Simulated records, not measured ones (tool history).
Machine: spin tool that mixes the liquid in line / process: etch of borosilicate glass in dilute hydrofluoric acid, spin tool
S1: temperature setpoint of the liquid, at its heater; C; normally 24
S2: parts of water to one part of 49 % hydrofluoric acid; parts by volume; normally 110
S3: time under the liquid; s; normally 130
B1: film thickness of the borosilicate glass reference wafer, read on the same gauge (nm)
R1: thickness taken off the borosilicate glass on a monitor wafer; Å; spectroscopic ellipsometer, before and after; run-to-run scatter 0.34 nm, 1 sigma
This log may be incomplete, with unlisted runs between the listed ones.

Run 1, day 0: usual settings; B1 99.98. Result: R1 365.1 Å.
Run 2, day 1.071: usual settings; B1 100. Result: R1 366.5 Å.
Run 3, day 3.858: usual settings; B1 100.01. Result: R1 369 Å.
Run 4, day 5.321: usual settings but S3 95 s; B1 100.01. Result: R1 266.9 Å.
Run 5, day 7.429: usual settings but S3 95 s; B1 100. Result: R1 266.3 Å.
Run 6, day 8.733: usual settings; B1 100.02. Result: R1 365.5 Å.
Run 7, day 10.129: usual settings; B1 100. Result: R1 370.3 Å.
At day 10.925: gauge calibrated.
Run 8, day 13.092: usual settings but S1 26.5 C, S3 105 s; B1 99.99. Result: R1 329 Å.
At day 13.479: thermometer replaced.
Run 9, day 14.712: usual settings but S3 95 s; B1 99.98. Result: R1 270.5 Å.
At day 15.588: hydrofluoric acid flow meter replaced.
Run 10, day 16.138: usual settings but S1 19.5 C, S3 105 s; B1 100.01. Result: R1 246.2 Å.
Run 11, day 17.746: usual settings; B1 100.01. Result: R1 363.4 Å.
Run 12, day 19.608: usual settings but S1 22.5 C; B1 99.99. Result: R1 347.9 Å.
Run 13, day 20.983: usual settings but S1 21 C, S2 125 parts by volume, S3 155 s; B1 100. Result: R1 337.7 Å.
Run 14, day 23.658: usual settings but S2 140 parts by volume, S3 90 s; B1 100.01. Result: R1 195.4 Å.

Consider 4 possible next runs. They are alternatives, not a sequence: every one starts from the tool as it was left by run 14. What does each give?
Run A, day 23.679: usual settings; B1 ?. Result: R1 ?.
Run B, day 23.679: usual settings but S2 150 parts by volume, S3 165 s; B1 ?. Result: R1 ?.
Run C, day 23.679: usual settings but S1 20.5 C, S2 155 parts by volume, S3 65 s; B1 ?. Result: R1 ?.
Run D, day 23.679: usual settings but S1 26.5 C, S2 140 parts by volume, S3 175 s; B1 ?. Result: R1 ?.

run      B1     R1
  A  100.01  366.7
  B  100.01  325.6
  C  100.01  107.8
  D  100.01  411.6
The same runs, with their run-to-run variation unchanged, on a tool lacking any hidden condition would have given:
run     R1
  A  366.7
  B  325.6
  C  107.8
  D  411.6
